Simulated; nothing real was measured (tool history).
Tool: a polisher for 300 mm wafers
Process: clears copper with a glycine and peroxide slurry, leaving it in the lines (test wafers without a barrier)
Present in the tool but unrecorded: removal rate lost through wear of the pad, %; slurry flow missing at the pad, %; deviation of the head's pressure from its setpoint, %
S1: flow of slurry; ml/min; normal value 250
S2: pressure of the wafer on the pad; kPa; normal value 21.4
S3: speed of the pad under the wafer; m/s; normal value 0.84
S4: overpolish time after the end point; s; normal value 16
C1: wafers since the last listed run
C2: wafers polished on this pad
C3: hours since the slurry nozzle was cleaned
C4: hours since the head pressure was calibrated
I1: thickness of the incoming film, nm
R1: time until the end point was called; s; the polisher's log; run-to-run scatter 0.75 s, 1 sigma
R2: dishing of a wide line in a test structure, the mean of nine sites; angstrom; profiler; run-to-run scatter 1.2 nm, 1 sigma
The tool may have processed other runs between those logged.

| run | hour | S1 | S2 | S3 | S4 | C1 | C2 | C3 | C4 | I1 | R1 | R2 |
|---|---|---|---|---|---|---|---|---|---|---|---|---|
| 1 | 0.0 | 250 | 21.4 | 0.84 | 24 | 0 | 497 | 260.2 | 361.1 | 425.1 | 89.2 | 682 |
| 2 | 48.4 | 250 | 21.4 | 0.84 | 24 | 320 | 818 | 308.6 | 409.5 | 426.2 | 91.2 | 699 |
|  | 128.5 | worn pad replaced by a new one |
|  | 219.2 | head pressure recalibrated |
| 3 | 225.0 | 250 | 21.4 | 0.84 | 16 | 1130 | 626 | 485.2 | 5.8 | 426.3 | 91.3 | 480 |
| 4 | 260.9 | 250 | 21.4 | 0.84 | 16 | 237 | 864 | 521.1 | 41.7 | 422.7 | 89.9 | 484 |
| 5 | 288.5 | 250 | 21.4 | 0.84 | 16 | 182 | 1047 | 548.7 | 69.3 | 422.1 | 89.3 | 489 |
| 6 | 355.0 | 250 | 21.4 | 0.84 | 16 | 440 | 1487 | 615.2 | 135.8 | 425.7 | 91.6 | 476 |
|  | 375.7 | slurry nozzle cleaned |
|  | 381.9 | worn pad replaced by a new one |
| 7 | 405.1 | 250 | 21.4 | 0.84 | 16 | 298 | 153 | 29.4 | 185.9 | 425.5 | 96.5 | 483 |
| 8 | 457.3 | 285 | 21.4 | 0.84 | 16 | 346 | 499 | 81.6 | 238.1 | 430.2 | 94.0 | 465 |
| 9 | 495.5 | 285 | 21.4 | 0.84 | 16 | 253 | 753 | 119.8 | 276.3 | 424.1 | 94.2 | 468 |
|  | 540.2 | slurry nozzle cleaned, repeated, since the last time left the tool worse |
| 10 | 560.0 | 285 | 21.4 | 0.84 | 16 | 420 | 1174 | 19.8 | 340.8 | 425.2 | 88.2 | 511 |
|  | 600.5 | worn pad replaced by a new one |
| 11 | 612.9 | 250 | 21.4 | 0.84 | 16 | 324 | 82 | 72.7 | 393.7 | 428.1 | 89.7 | 503 |
| 12 | 637.8 | 175 | 21.4 | 0.84 | 12 | 165 | 247 | 97.6 | 418.6 | 415.8 | 89.1 | 387 |
| 13 | 696.8 | 335 | 27.6 | 0.60 | 24 | 391 | 638 | 156.6 | 477.6 | 425.5 | 89.7 | 666 |
| 14 | 744.5 | 250 | 27.6 | 0.98 | 16 | 316 | 954 | 204.3 | 525.3 | 422.9 | 63.1 | 668 |
| 15 | 793.4 | 250 | 17.9 | 0.72 | 16 | 324 | 1278 | 253.2 | 574.2 | 426.0 | 114.6 | 408 |
| 16 | 818.8 | 250 | 21.4 | 0.84 | 16 | 168 | 1446 | 278.6 | 599.6 | 425.5 | 89.3 | 488 |
|  | 825.3 | worn pad replaced by a new one |
|  | 825.3 | head pressure recalibrated |
| 17 | 863.5 | 250 | 21.4 | 0.84 | 16 | 282 | 253 | 323.3 | 38.2 | 422.8 | 88.7 | 482 |
| 18 | 890.4 | 280 | 15.9 | 0.84 | 23 | 178 | 431 | 350.2 | 65.1 | 427.2 | 110.9 | 538 |
| 19 | 923.0 | 250 | 24.1 | 0.84 | 16 | 216 | 647 | 382.8 | 97.7 | 424.7 | 79.9 | 554 |
| 20 | 983.2 | 250 | 21.4 | 0.84 | 16 | 399 | 1046 | 443.0 | 157.9 | 423.3 | 88.7 | 490 |

Estimate the outcome of run 21 from the log above:
|  | 1016.2 | worn pad replaced by a new one |
| 21 | 1122.3 | 315 | 24.8 | 0.70 | 7 | 895 | 702 | 582.1 | 297.0 | 425.2 | ? | ? |

Run 21 yielded R1 90.2 s, R2 225 angstrom.
If the tool had no hidden condition, the same run with the same run-to-run variation would have returned R1 88.2 s, R2 230 angstrom.

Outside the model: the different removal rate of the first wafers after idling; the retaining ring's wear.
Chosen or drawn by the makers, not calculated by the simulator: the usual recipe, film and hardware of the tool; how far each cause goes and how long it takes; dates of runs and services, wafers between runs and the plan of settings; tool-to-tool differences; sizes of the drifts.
